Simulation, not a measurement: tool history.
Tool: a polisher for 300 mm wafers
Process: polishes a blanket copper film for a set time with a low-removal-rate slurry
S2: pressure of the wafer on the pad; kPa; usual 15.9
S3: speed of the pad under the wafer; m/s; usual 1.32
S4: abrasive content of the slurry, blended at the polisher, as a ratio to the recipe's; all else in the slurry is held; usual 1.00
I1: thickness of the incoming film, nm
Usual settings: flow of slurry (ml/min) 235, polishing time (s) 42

{"run": 1, "day": 0.0, "flow of slurry (ml/min)": 175, "S2": 15.9, "S3": 1.32, "S4": 1.0, "polishing time (s)": 42, "I1": 1179.1, "film removed (Å)": 1221}
{"run": 2, "day": 3.938, "flow of slurry (ml/min)": 235, "S2": 15.9, "S3": 1.32, "S4": 1.0, "polishing time (s)": 42, "I1": 1158.8, "film removed (Å)": 1253}
{"run": 3, "day": 8.379, "flow of slurry (ml/min)": 235, "S2": 15.9, "S3": 1.32, "S4": 1.0, "polishing time (s)": 42, "I1": 1184.5, "film removed (Å)": 1234}
{"run": 4, "day": 10.842, "flow of slurry (ml/min)": 235, "S2": 15.9, "S3": 1.32, "S4": 1.0, "polishing time (s)": 42, "I1": 1189.7, "film removed (Å)": 1227}
{"run": 5, "day": 13.475, "flow of slurry (ml/min)": 235, "S2": 15.9, "S3": 1.32, "S4": 1.0, "polishing time (s)": 42, "I1": 1182.6, "film removed (Å)": 1203}
{"day": 15.029, "done": "worn pad replaced by a new one"}
{"run": 6, "day": 15.588, "flow of slurry (ml/min)": 255, "S2": 15.9, "S3": 1.32, "S4": 1.0, "polishing time (s)": 42, "I1": 1167.7, "film removed (Å)": 1224}
{"day": 17.85, "done": "slurry blender recalibrated"}
{"run": 7, "day": 19.092, "flow of slurry (ml/min)": 235, "S2": 15.9, "S3": 1.12, "S4": 1.15, "polishing time (s)": 42, "I1": 1155.3, "film removed (Å)": 1025}
{"day": 21.196, "done": "slurry nozzle cleaned"}
{"run": 8, "day": 21.967, "flow of slurry (ml/min)": 280, "S2": 15.9, "S3": 1.32, "S4": 1.1, "polishing time (s)": 42, "I1": 1176.1, "film removed (Å)": 1325}
{"day": 23.458, "done": "head pressure recalibrated"}
{"run": 9, "day": 24.662, "flow of slurry (ml/min)": 235, "S2": 15.9, "S3": 0.96, "S4": 1.15, "polishing time (s)": 42, "I1": 1186.3, "film removed (Å)": 969}
{"run": 10, "day": 37.575, "flow of slurry (ml/min)": 235, "S2": 15.9, "S3": 1.46, "S4": 1.0, "polishing time (s)": 29, "I1": 1159.7, "film removed (Å)": 967}
{"run": 11, "day": 39.996, "flow of slurry (ml/min)": 235, "S2": 15.9, "S3": 1.32, "S4": 1.0, "polishing time (s)": 42, "I1": 1187.6, "film removed (Å)": 1279}
{"run": 12, "day": 44.408, "flow of slurry (ml/min)": 235, "S2": 15.9, "S3": 1.32, "S4": 1.0, "polishing time (s)": 29, "I1": 1205.0, "film removed (Å)": 873}
{"run": 13, "day": 47.533, "flow of slurry (ml/min)": 235, "S2": 17.9, "S3": 1.32, "S4": 1.0, "polishing time (s)": 42, "I1": 1179.2, "film removed (Å)": 1354}
{"run": 14, "day": 50.183, "flow of slurry (ml/min)": 235, "S2": 15.9, "S3": 1.32, "S4": 1.0, "polishing time (s)": 42, "I1": 1184.3, "film removed (Å)": 1232}
{"day": 52.233, "done": "worn pad replaced by a new one"}
{"run": 15, "day": 54.125, "flow of slurry (ml/min)": 265, "S2": 15.9, "S3": 1.12, "S4": 1.0, "polishing time (s)": 49, "I1": 1172.8, "film removed (Å)": 1200}
{"run": 16, "day": 58.425, "flow of slurry (ml/min)": 235, "S2": 15.9, "S3": 1.32, "S4": 1.0, "polishing time (s)": 42, "I1": 1161.0, "film removed (Å)": 1165}
{"day": 58.825, "done": "slurry blender recalibrated"}
{"run": 17, "day": 62.017, "flow of slurry (ml/min)": 235, "S2": 15.9, "S3": 1.32, "S4": 1.0, "polishing time (s)": 42, "I1": 1197.8, "film removed (Å)": 1132}
{"day": 63.15, "done": "slurry nozzle cleaned"}
{"run": 18, "day": 64.25, "flow of slurry (ml/min)": 235, "S2": 15.9, "S3": 1.32, "S4": 1.0, "polishing time (s)": 42, "I1": 1155.5, "film removed (Å)": 1322}
{"run": 19, "day": 66.625, "flow of slurry (ml/min)": 270, "S2": 15.9, "S3": 1.32, "S4": 0.75, "polishing time (s)": 42, "I1": 1177.7, "film removed (Å)": 1268}
{"run": 20, "day": 70.475, "flow of slurry (ml/min)": 205, "S2": 15.9, "S3": 1.56, "S4": 0.75, "polishing time (s)": 42, "I1": 1172.1, "film removed (Å)": 1463}
{"day": 77.696, "done": "head pressure recalibrated"}
{"run": 21, "day": 80.858, "flow of slurry (ml/min)": 185, "S2": 11.7, "S3": 1.32, "S4": 1.0, "polishing time (s)": 42, "I1": 1185.2, "film removed (Å)": 1011}
{"run": 22, "day": 85.229, "flow of slurry (ml/min)": 235, "S2": 15.9, "S3": 1.32, "S4": 1.0, "polishing time (s)": 42, "I1": 1173.3, "film removed (Å)": 1269}
{"run": 23, "day": 88.996, "flow of slurry (ml/min)": 235, "S2": 13.8, "S3": 1.32, "S4": 1.0, "polishing time (s)": 42, "I1": 1191.6, "film removed (Å)": 1174}
{"run": 24, "day": 93.346, "flow of slurry (ml/min)": 265, "S2": 11.0, "S3": 1.32, "S4": 1.0, "polishing time (s)": 35, "I1": 1188.8, "film removed (Å)": 863}
{"day": 93.738, "done": "slurry blender recalibrated"}
{"day": 94.45, "done": "worn pad replaced by a new one"}
{"run": 25, "day": 95.704, "flow of slurry (ml/min)": 235, "S2": 19.3, "S3": 1.32, "S4": 1.0, "polishing time (s)": 54, "I1": 1184.1, "film removed (Å)": 1791}
{"day": 96.329, "done": "slurry nozzle cleaned"}
{"run": 26, "day": 99.221, "flow of slurry (ml/min)": 235, "S2": 18.6, "S3": 1.32, "S4": 1.0, "polishing time (s)": 30, "I1": 1175.5, "film removed (Å)": 1012}
{"run": 27, "day": 112.396, "flow of slurry (ml/min)": 235, "S2": 11.0, "S3": 1.32, "S4": 1.0, "polishing time (s)": 42, "I1": 1195.0, "film removed (Å)": 1022}
{"run": 28, "day": 114.317, "flow of slurry (ml/min)": 235, "S2": 15.9, "S3": 1.44, "S4": 1.15, "polishing time (s)": 42, "I1": 1194.4, "film removed (Å)": 1418}
{"run": 29, "day": 126.1, "flow of slurry (ml/min)": 235, "S2": 17.2, "S3": 1.12, "S4": 1.0, "polishing time (s)": 42, "I1": 1155.3, "film removed (Å)": 1135}
{"run": 30, "day": 127.75, "flow of slurry (ml/min)": 235, "S2": 15.9, "S3": 1.32, "S4": 1.0, "polishing time (s)": 42, "I1": 1157.1, "film removed (Å)": 1241}

4 ways to go on from here, each from the tool as it stands after run 30. What would each give?
{"run": "A", "day": 127.767, "flow of slurry (ml/min)": 235, "S2": 15.9, "S3": 1.32, "S4": 1.0, "polishing time (s)": 42, "I1": 1161.1, "film removed (Å)": "?"}
{"run": "B", "day": 127.767, "flow of slurry (ml/min)": 285, "S2": 15.9, "S3": 1.32, "S4": 1.0, "polishing time (s)": 42, "I1": 1161.1, "film removed (Å)": "?"}
{"run": "C", "day": 127.767, "flow of slurry (ml/min)": 235, "S2": 15.9, "S3": 1.32, "S4": 1.0, "polishing time (s)": 55, "I1": 1161.1, "film removed (Å)": "?"}
{"run": "D", "day": 127.767, "flow of slurry (ml/min)": 270, "S2": 15.9, "S3": 1.32, "S4": 1.0, "polishing time (s)": 42, "I1": 1161.1, "film removed (Å)": "?"}

run=A film_removed_(Å)=1247
run=B film_removed_(Å)=1285
run=C film_removed_(Å)=1633
run=D film_removed_(Å)=1275
Without the tool's hidden state the same runs would have given:
run=A film_removed_(Å)=1305
run=B film_removed_(Å)=1333
run=C film_removed_(Å)=1709
run=D film_removed_(Å)=1326
